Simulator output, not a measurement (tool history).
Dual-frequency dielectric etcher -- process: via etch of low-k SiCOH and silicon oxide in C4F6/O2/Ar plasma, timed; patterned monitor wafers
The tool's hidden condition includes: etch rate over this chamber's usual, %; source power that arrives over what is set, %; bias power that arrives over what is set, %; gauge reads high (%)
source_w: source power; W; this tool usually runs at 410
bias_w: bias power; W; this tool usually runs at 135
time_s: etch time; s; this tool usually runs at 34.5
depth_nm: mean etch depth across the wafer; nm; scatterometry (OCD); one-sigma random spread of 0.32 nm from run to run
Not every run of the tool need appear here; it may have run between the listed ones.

| run | hour | source_w | bias_w | time_s | wafers since the last listed run | hours since the last wet clean | hours since the last source power generator calibration | hours since the last bias power generator calibration | hours since the last upper electrode change | hours since the gauge calibration | read-back reference wafer on the same gauge, depth_nm | depth_nm |
|---|---|---|---|---|---|---|---|---|---|---|---|---|
| 1 | 0.0 | 410 | 135 | 34.5 | 0 | 53.6 | 473.4 | 1964.2 | 3413.8 | 2256.1 | 65.6 | 61.3 |
| 2 | 103.7 | 410 | 135 | 34.5 | 807 | 157.3 | 577.1 | 2067.9 | 3517.5 | 2359.8 | 65.7 | 61.7 |
| 3 | 180.7 | 410 | 135 | 34.5 | 599 | 234.3 | 654.1 | 2144.9 | 3594.5 | 2436.8 | 65.7 | 61.0 |
| 4 | 266.2 | 410 | 135 | 34.5 | 665 | 319.8 | 739.6 | 2230.4 | 3680.0 | 2522.3 | 65.6 | 61.0 |
| 5 | 337.3 | 410 | 135 | 34.5 | 553 | 390.9 | 810.7 | 2301.5 | 3751.1 | 2593.4 | 65.8 | 60.0 |
|  | 433.4 | bias power generator calibrated |
| 6 | 433.9 | 410 | 135 | 34.5 | 721 | 487.5 | 907.3 | 0.5 | 3847.7 | 2690.0 | 65.6 | 59.8 |
| 7 | 471.5 | 410 | 135 | 34.5 | 292 | 525.1 | 944.9 | 38.1 | 3885.3 | 2727.6 | 65.6 | 59.7 |
|  | 517.7 | gauge calibrated |
| 8 | 542.2 | 410 | 135 | 34.5 | 550 | 595.8 | 1015.6 | 108.8 | 3956.0 | 24.5 | 65.6 | 59.2 |
| 9 | 588.7 | 370 | 146 | 29.0 | 362 | 642.3 | 1062.1 | 155.3 | 4002.5 | 71.0 | 65.6 | 47.5 |
|  | 618.9 | wet clean of the chamber |
|  | 687.9 | upper electrode replaced |
| 10 | 728.3 | 410 | 135 | 34.5 | 713 | 109.4 | 1201.7 | 294.9 | 40.4 | 210.6 | 65.6 | 62.7 |
| 11 | 809.3 | 440 | 112 | 37.5 | 630 | 190.4 | 1282.7 | 375.9 | 121.4 | 291.6 | 65.6 | 66.0 |
| 12 | 869.5 | 340 | 166 | 34.5 | 468 | 250.6 | 1342.9 | 436.1 | 181.6 | 351.8 | 65.6 | 59.1 |
| 13 | 943.2 | 410 | 135 | 34.5 | 574 | 324.3 | 1416.6 | 509.8 | 255.3 | 425.5 | 65.5 | 62.0 |
| 14 | 1011.1 | 470 | 135 | 26.5 | 528 | 392.2 | 1484.5 | 577.7 | 323.2 | 493.4 | 65.5 | 51.4 |
| 15 | 1116.1 | 490 | 161 | 28.5 | 817 | 497.2 | 1589.5 | 682.7 | 428.2 | 598.4 | 65.7 | 59.5 |
| 16 | 1166.4 | 410 | 135 | 34.5 | 391 | 547.5 | 1639.8 | 733.0 | 478.5 | 648.7 | 65.6 | 61.1 |
| 17 | 1211.0 | 340 | 107 | 38.5 | 347 | 592.1 | 1684.4 | 777.6 | 523.1 | 693.3 | 65.6 | 55.1 |
|  | 1216.9 | source power generator calibrated |
| 18 | 1252.4 | 460 | 103 | 41.0 | 291 | 633.5 | 35.5 | 819.0 | 564.5 | 734.7 | 65.6 | 68.4 |
|  | 1304.3 | wet clean of the chamber |
| 19 | 1324.7 | 320 | 119 | 26.5 | 376 | 20.4 | 107.8 | 891.3 | 636.8 | 807.0 | 65.6 | 38.9 |
| 20 | 1392.1 | 410 | 135 | 34.5 | 524 | 87.8 | 175.2 | 958.7 | 704.2 | 874.4 | 65.7 | 61.2 |
| 21 | 1468.5 | 450 | 154 | 34.5 | 595 | 164.2 | 251.6 | 1035.1 | 780.6 | 950.8 | 65.7 | 67.7 |
| 22 | 1520.2 | 410 | 135 | 31.0 | 402 | 215.9 | 303.3 | 1086.8 | 832.3 | 1002.5 | 65.4 | 55.2 |
| 23 | 1568.4 | 320 | 103 | 24.5 | 375 | 264.1 | 351.5 | 1135.0 | 880.5 | 1050.7 | 65.6 | 33.5 |
| 24 | 1623.7 | 410 | 151 | 40.0 | 430 | 319.4 | 406.8 | 1190.3 | 935.8 | 1106.0 | 65.5 | 73.1 |
| 25 | 1712.1 | 490 | 144 | 40.0 | 688 | 407.8 | 495.2 | 1278.7 | 1024.2 | 1194.4 | 65.7 | 79.6 |
| 26 | 1777.9 | 310 | 109 | 34.5 | 512 | 473.6 | 561.0 | 1344.5 | 1090.0 | 1260.2 | 65.6 | 45.9 |
| 27 | 1881.3 | 480 | 135 | 34.5 | 805 | 577.0 | 664.4 | 1447.9 | 1193.4 | 1363.6 | 65.7 | 65.6 |
| 28 | 1958.1 | 510 | 135 | 25.5 | 598 | 653.8 | 741.2 | 1524.7 | 1270.2 | 1440.4 | 65.7 | 49.6 |
|  | 2012.4 | wet clean of the chamber |
| 29 | 2012.9 | 410 | 125 | 29.5 | 239 | 0.5 | 796.0 | 1579.5 | 1325.0 | 1495.2 | 65.7 | 51.2 |
| 30 | 2111.3 | 410 | 135 | 26.0 | 766 | 98.9 | 894.4 | 1677.9 | 1423.4 | 1593.6 | 65.7 | 46.4 |

Give the tool's hidden conditions for every run:
bias power that arrives over what is set, %: 0, the same for each run
gauge reads high (%): 0, the same for each run
H1: etch rate over this chamber's usual, %
H2: source power that arrives over what is set, %
| run | H1 | H2 |
|---|---|---|
| 1 | -0.882 | 0.457 |
| 2 | -1.73 | 0.603 |
| 3 | -2.36 | 0.73 |
| 4 | -3.06 | 0.89 |
| 5 | -3.64 | 1.04 |
| 6 | -4.43 | 1.26 |
| 7 | -4.74 | 1.36 |
| 8 | -5.31 | 1.54 |
| 9 | -5.69 | 1.67 |
| 10 | -0.846 | 2.1 |
| 11 | -1.51 | 2.37 |
| 12 | -2 | 2.58 |
| 13 | -2.6 | 2.85 |
| 14 | -3.16 | 3.12 |
| 15 | -4.02 | 3.55 |
| 16 | -4.43 | 3.77 |
| 17 | -4.79 | 3.97 |
| 18 | -5.13 | -0.543 |
| 19 | 0.325 | -0.529 |
| 20 | -0.226 | -0.503 |
| 21 | -0.851 | -0.459 |
| 22 | -1.27 | -0.421 |
| 23 | -1.67 | -0.378 |
| 24 | -2.12 | -0.322 |
| 25 | -2.84 | -0.215 |
| 26 | -3.38 | -0.121 |
| 27 | -4.22 | 0.049 |
| 28 | -4.85 | 0.194 |
| 29 | -0.747 | 0.307 |
| 30 | -1.55 | 0.531 |
